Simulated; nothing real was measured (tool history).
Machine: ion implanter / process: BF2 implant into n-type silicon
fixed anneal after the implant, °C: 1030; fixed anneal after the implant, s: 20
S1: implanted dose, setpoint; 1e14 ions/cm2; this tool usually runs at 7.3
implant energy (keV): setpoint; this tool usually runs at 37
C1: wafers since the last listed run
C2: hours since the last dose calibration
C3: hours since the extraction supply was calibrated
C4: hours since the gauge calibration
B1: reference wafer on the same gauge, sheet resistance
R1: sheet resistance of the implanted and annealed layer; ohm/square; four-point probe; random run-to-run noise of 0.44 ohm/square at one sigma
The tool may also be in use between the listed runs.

Run 1, hour 0: usual settings; C1 0; C2 993.2; C3 2013; C4 78.3; B1 175.91. Result: R1 159.37 ohm/square.
Run 2, hour 7.5: usual settings; C1 167; C2 1000.7; C3 2020.5; C4 85.8; B1 176.04. Result: R1 159.71 ohm/square.
Run 3, hour 24.8: usual settings; C1 386; C2 1018; C3 2037.8; C4 103.1; B1 176.05. Result: R1 159.09 ohm/square.
Run 4, hour 41.7: usual settings but implant energy (keV) 42.5; C1 377; C2 1034.9; C3 2054.7; C4 120; B1 176.09. Result: R1 156.34 ohm/square.
Run 5, hour 50.7: usual settings but implant energy (keV) 42.5; C1 201; C2 1043.9; C3 2063.7; C4 129; B1 176.09. Result: R1 155.78 ohm/square.
Run 6, hour 67.9: usual settings; C1 384; C2 1061.1; C3 2080.9; C4 146.2; B1 176.04. Result: R1 159.39 ohm/square.
Run 7, hour 85: usual settings; C1 382; C2 1078.2; C3 2098; C4 163.3; B1 175.98. Result: R1 158.43 ohm/square.
Run 8, hour 99: usual settings but S1 9.01 1e14 ions/cm2; C1 312; C2 1092.2; C3 2112; C4 177.3; B1 175.98. Result: R1 135.38 ohm/square.
Run 9, hour 105.3: usual settings but S1 9.01 1e14 ions/cm2; C1 140; C2 1098.5; C3 2118.3; C4 183.6; B1 176.04. Result: R1 135.33 ohm/square.
At hour 119.8: Faraday cup replaced and dose calibrated.
Run 10, hour 120.3: usual settings; C1 156; C2 0.5; C3 2133.3; C4 198.6; B1 176. Result: R1 165.58 ohm/square.
Run 11, hour 133.2: usual settings; C1 288; C2 13.4; C3 2146.2; C4 211.5; B1 175.98. Result: R1 164.49 ohm/square.
Run 12, hour 150.3: usual settings; C1 382; C2 30.5; C3 2163.3; C4 228.6; B1 175.97. Result: R1 163.94 ohm/square.
Run 13, hour 156.9: usual settings; C1 147; C2 37.1; C3 2169.9; C4 235.2; B1 175.95. Result: R1 164.46 ohm/square.
Run 14, hour 171.1: usual settings but S1 5.39 1e14 ions/cm2, implant energy (keV) 24.5; C1 317; C2 51.3; C3 2184.1; C4 249.4; B1 176.09. Result: R1 224.92 ohm/square.
Run 15, hour 181.6: usual settings; C1 234; C2 61.8; C3 2194.6; C4 259.9; B1 175.91. Result: R1 164.79 ohm/square.
Run 16, hour 189.7: usual settings but S1 5.45 1e14 ions/cm2, implant energy (keV) 49.5; C1 180; C2 69.9; C3 2202.7; C4 268; B1 175.93. Result: R1 205.94 ohm/square.
Run 17, hour 198: usual settings; C1 185; C2 78.2; C3 2211; C4 276.3; B1 176.05. Result: R1 165.95 ohm/square.
At hour 205.6: gauge calibrated.
Run 18, hour 215.7: usual settings but implant energy (keV) 46; C1 395; C2 95.9; C3 2228.7; C4 10.1; B1 175.98. Result: R1 160.41 ohm/square.
Run 19, hour 221.8: usual settings but S1 9.26 1e14 ions/cm2, implant energy (keV) 31; C1 136; C2 102; C3 2234.8; C4 16.2; B1 175.94. Result: R1 143.17 ohm/square.
Run 20, hour 233.2: usual settings but S1 8.19 1e14 ions/cm2, implant energy (keV) 28.5; C1 254; C2 113.4; C3 2246.2; C4 27.6; B1 175.95. Result: R1 158.71 ohm/square.
Run 21, hour 246.9: usual settings; C1 306; C2 127.1; C3 2259.9; C4 41.3; B1 175.97. Result: R1 165.48 ohm/square.
Run 22, hour 259.9: usual settings but S1 8.47 1e14 ions/cm2, implant energy (keV) 32; C1 290; C2 140.1; C3 2272.9; C4 54.3; B1 175.92. Result: R1 151.31 ohm/square.

What does the tool deliver on the next run?
At hour 271: extraction supply calibrated.
Run 23, hour 277.3: usual settings; C1 210; C2 157.5; C3 6.3; C4 71.7; B1 ?. Result: R1 ?.

B1: 176.06
R1: 164.9 ohm/square
Had the tool carried no hidden state, the very same run would have given R1 165.02 ohm/square.
